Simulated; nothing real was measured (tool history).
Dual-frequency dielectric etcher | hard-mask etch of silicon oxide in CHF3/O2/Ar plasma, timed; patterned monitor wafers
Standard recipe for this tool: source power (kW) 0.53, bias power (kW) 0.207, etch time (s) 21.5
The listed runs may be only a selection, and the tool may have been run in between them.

run,hour,source power (kW),bias power (kW),etch time (s),"read-back reference wafer on the same gauge, depth_nm",mean etch depth across the wafer (angstrom)
1,0,0.53,0.207,21.5,40.02,415.3
2,12.7,0.53,0.207,21.5,39.99,417.5
3,38.3,0.53,0.207,21.5,39.98,415.2
4,67.2,0.53,0.207,21.5,40.01,416.5
5,91.8,0.53,0.207,21.5,39.97,416.8
6,112,0.53,0.207,21.5,39.98,418.2
# hour 118.8: source power generator calibrated
7,135.5,0.53,0.207,21.5,40.01,416.7
# hour 164.3: wet clean of the chamber
8,164.8,0.53,0.207,21.5,40.03,403.2
9,173.4,0.53,0.207,21.5,40,404.4
10,196.6,0.53,0.207,21.5,39.99,405.6
11,209.1,0.47,0.207,25,40,451.4
12,221.5,0.47,0.207,25,40,454.6
13,236.8,0.47,0.207,25,39.96,453.7
# hour 263: upper electrode replaced
14,263.5,0.53,0.181,19.5,40.02,349.5
15,309.3,0.4,0.174,27,40.02,432.4
# hour 315.8: bias power generator calibrated
16,340.9,0.53,0.207,21.5,40,407.8
17,368.5,0.53,0.234,15.5,40.01,310.4
18,398.7,0.6,0.207,21.5,39.99,428.5
19,424.6,0.49,0.235,21.5,39.98,420.6
# hour 432.7: gauge calibrated
20,450.8,0.53,0.207,21.5,40.01,412
21,475.2,0.53,0.207,21.5,40.04,411.5
22,505.8,0.48,0.181,21.5,40.02,378.7
23,532.3,0.57,0.207,23.5,39.98,465
24,545.2,0.53,0.19,21.5,39.99,399
25,567.6,0.53,0.171,27.5,40,489.1
26,583.5,0.53,0.236,21.5,40.03,438.4
27,598.4,0.53,0.207,21.5,39.99,413.1
28,633.1,0.49,0.207,24.5,40.02,459.7
29,657.6,0.62,0.207,18,40.02,366.4

Alternative continuations, all from the tool just after run 29; predict every row:
A,658,0.53,0.207,18.5,?,?
B,658,0.53,0.207,16,?,?
C,658,0.65,0.17,16,?,?
D,658,0.53,0.175,21.5,?,?
E,658,0.53,0.239,18,?,?

run,"read-back reference wafer on the same gauge, depth_nm",mean etch depth across the wafer (angstrom)
A,40,358.2
B,40,309.8
C,40,307.1
D,40,388.2
E,40,370
With the hidden condition removed and each run's random variation left untouched, the same runs would have given:
run,mean etch depth across the wafer (angstrom)
A,348.4
B,301.3
C,298.7
D,377.6
E,359.9
